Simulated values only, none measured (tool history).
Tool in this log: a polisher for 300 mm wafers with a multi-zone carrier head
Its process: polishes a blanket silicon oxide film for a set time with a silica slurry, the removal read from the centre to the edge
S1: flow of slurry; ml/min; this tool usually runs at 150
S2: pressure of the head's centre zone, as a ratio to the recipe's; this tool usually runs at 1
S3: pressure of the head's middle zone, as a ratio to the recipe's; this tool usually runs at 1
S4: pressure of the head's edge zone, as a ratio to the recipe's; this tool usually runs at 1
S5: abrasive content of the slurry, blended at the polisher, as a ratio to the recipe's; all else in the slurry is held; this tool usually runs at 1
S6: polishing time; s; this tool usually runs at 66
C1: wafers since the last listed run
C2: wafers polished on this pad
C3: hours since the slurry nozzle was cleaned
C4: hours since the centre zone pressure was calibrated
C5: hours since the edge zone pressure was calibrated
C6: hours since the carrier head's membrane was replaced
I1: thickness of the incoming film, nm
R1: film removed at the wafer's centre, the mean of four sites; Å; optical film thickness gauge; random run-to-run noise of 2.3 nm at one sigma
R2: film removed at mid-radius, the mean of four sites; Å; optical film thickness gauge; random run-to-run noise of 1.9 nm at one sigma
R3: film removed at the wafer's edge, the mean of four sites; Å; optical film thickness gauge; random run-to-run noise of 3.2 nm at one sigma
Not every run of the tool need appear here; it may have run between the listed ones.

| run | hour | S1 | S2 | S3 | S4 | S5 | S6 | C1 | C2 | C3 | C4 | C5 | C6 | I1 | R1 | R2 | R3 |
|---|---|---|---|---|---|---|---|---|---|---|---|---|---|---|---|---|---|
| 1 | 0 | 150 | 1 | 1 | 1 | 1 | 66 | 0 | 86 | 886.3 | 876.5 | 725.7 | 1315.1 | 881.6 | 2370 | 2279 | 2309 |
|  | 50.3 | slurry nozzle cleaned |
| 2 | 66.5 | 150 | 1 | 1 | 1 | 1 | 66 | 540 | 627 | 16.2 | 943 | 792.2 | 1381.6 | 887.2 | 2350 | 2319 | 2288 |
| 3 | 113.4 | 150 | 1 | 1.08 | 1 | 1 | 66 | 387 | 1014 | 63.1 | 989.9 | 839.1 | 1428.5 | 900.5 | 2319 | 2430 | 2278 |
| 4 | 181.5 | 150 | 1 | 1.08 | 1 | 1 | 66 | 562 | 1576 | 131.2 | 1058 | 907.2 | 1496.6 | 888.2 | 2309 | 2356 | 2205 |
| 5 | 242.8 | 150 | 1.06 | 1.1 | 1 | 1 | 66 | 506 | 2083 | 192.5 | 1119.3 | 968.5 | 1557.9 | 888.2 | 2386 | 2324 | 2204 |
| 6 | 297.6 | 150 | 1 | 1 | 1 | 1 | 66 | 452 | 2535 | 247.3 | 1174.1 | 1023.3 | 1612.7 | 907.4 | 2211 | 2134 | 2117 |
| 7 | 328.1 | 150 | 0.96 | 1 | 1 | 1 | 66 | 251 | 2787 | 277.8 | 1204.6 | 1053.8 | 1643.2 | 900 | 2043 | 2085 | 2138 |
|  | 342.7 | worn pad replaced by a new one |
| 8 | 360.3 | 150 | 1 | 1 | 1 | 1.2 | 43 | 232 | 145 | 310 | 1236.8 | 1086 | 1675.4 | 891.7 | 1649 | 1571 | 1591 |
| 9 | 397.3 | 150 | 1 | 1 | 0.9 | 1 | 58 | 305 | 450 | 347 | 1273.8 | 1123 | 1712.4 | 885.4 | 2071 | 1981 | 1934 |
|  | 415.3 | carrier head's membrane replaced by a new one |
| 10 | 457.1 | 150 | 1 | 1 | 1 | 0.85 | 66 | 452 | 903 | 406.8 | 1333.6 | 1182.8 | 41.8 | 903.7 | 2183 | 2134 | 2232 |
| 11 | 492.9 | 150 | 1 | 1 | 1 | 1.1 | 66 | 295 | 1198 | 442.6 | 1369.4 | 1218.6 | 77.6 | 887.9 | 2375 | 2278 | 2318 |
| 12 | 522.7 | 150 | 1 | 1 | 0.9 | 1 | 58 | 246 | 1444 | 472.4 | 1399.2 | 1248.4 | 107.4 | 881.4 | 2036 | 1915 | 1854 |
| 13 | 589 | 150 | 1 | 1 | 1 | 1 | 66 | 547 | 1992 | 538.7 | 1465.5 | 1314.7 | 173.7 | 897.9 | 2236 | 2179 | 2207 |
|  | 628 | centre zone pressure recalibrated |
|  | 630 | edge zone pressure recalibrated |
|  | 643.6 | worn pad replaced by a new one |
| 14 | 654.6 | 150 | 1 | 1 | 1 | 1 | 66 | 475 | 90 | 604.3 | 26.6 | 24.6 | 239.3 | 888.1 | 2353 | 2244 | 2367 |
| 15 | 695.4 | 150 | 1 | 1 | 1 | 1 | 79 | 336 | 427 | 645.1 | 67.4 | 65.4 | 280.1 | 874.2 | 2836 | 2680 | 2737 |
| 16 | 748.8 | 180 | 1 | 0.91 | 1 | 1 | 66 | 440 | 868 | 698.5 | 120.8 | 118.8 | 333.5 | 893.7 | 2370 | 2115 | 2294 |
| 17 | 915.8 | 150 | 1 | 1 | 1 | 1.1 | 86 | 1378 | 2247 | 865.5 | 287.8 | 285.8 | 500.5 | 893.2 | 2975 | 2889 | 2888 |
|  | 979.1 | worn pad replaced by a new one |
|  | 981.6 | slurry nozzle cleaned |
| 18 | 982.1 | 150 | 0.94 | 0.95 | 1 | 1 | 66 | 506 | 16 | 0.5 | 354.1 | 352.1 | 566.8 | 892.3 | 2228 | 2172 | 2333 |
| 19 | 1011.2 | 180 | 1 | 1 | 1 | 1 | 66 | 240 | 256 | 29.6 | 383.2 | 381.2 | 595.9 | 901.2 | 2458 | 2319 | 2395 |
| 20 | 1052.6 | 150 | 1 | 1 | 1 | 1 | 66 | 341 | 598 | 71 | 424.6 | 422.6 | 637.3 | 884.7 | 2369 | 2270 | 2292 |
| 21 | 1094.9 | 150 | 1 | 1 | 1 | 1 | 66 | 349 | 948 | 113.3 | 466.9 | 464.9 | 679.6 | 907.9 | 2346 | 2261 | 2303 |
| 22 | 1146.5 | 150 | 1 | 1.04 | 1 | 1 | 75 | 426 | 1374 | 164.9 | 518.5 | 516.5 | 731.2 | 883.1 | 2564 | 2653 | 2559 |

Describe how what the log doesn't record of the tool's condition differs between the last listed run preceding each entry between runs and the first listed run following it.
After run 1, before run 2: slurry nozzle cleaned (hour 50.3)
  removal rate lost through wear of the pad, %: 0.294 -> 0.722
  measured value less the no-hidden-state value, R1: -7 -> -17 Å; R2: -6 -> -17 Å; R3: -7 -> -17 Å
After run 7, before run 8: worn pad replaced by a new one (hour 342.7)
  removal rate lost through wear of the pad, %: 8.72 -> 0.811
  measured value less the no-hidden-state value, R1: -195 -> -14 Å; R2: -199 -> -13 Å; R3: -205 -> -13 Å
After run 9, before run 10: carrier head's membrane replaced by a new one (hour 415.3)
  removal rate lost through wear of the pad, %: 1.01 -> 1.75
  measured value less the no-hidden-state value, R1: -21 -> -39 Å; R2: -20 -> -38 Å; R3: -20 -> -39 Å
After run 13, before run 14: centre zone pressure recalibrated (hour 628); edge zone pressure recalibrated (hour 630); worn pad replaced by a new one (hour 643.6)
  removal rate lost through wear of the pad, %: 5.25 -> 1.08
  measured value less the no-hidden-state value, R1: -124 -> -26 Å; R2: -120 -> -25 Å; R3: -122 -> -25 Å
After run 17, before run 18: worn pad replaced by a new one (hour 979.1); slurry nozzle cleaned (hour 981.6)
  removal rate lost through wear of the pad, %: 6.52 -> 0.374
  measured value less the no-hidden-state value, R1: -208 -> -9 Å; R2: -202 -> -8 Å; R3: -202 -> -9 Å
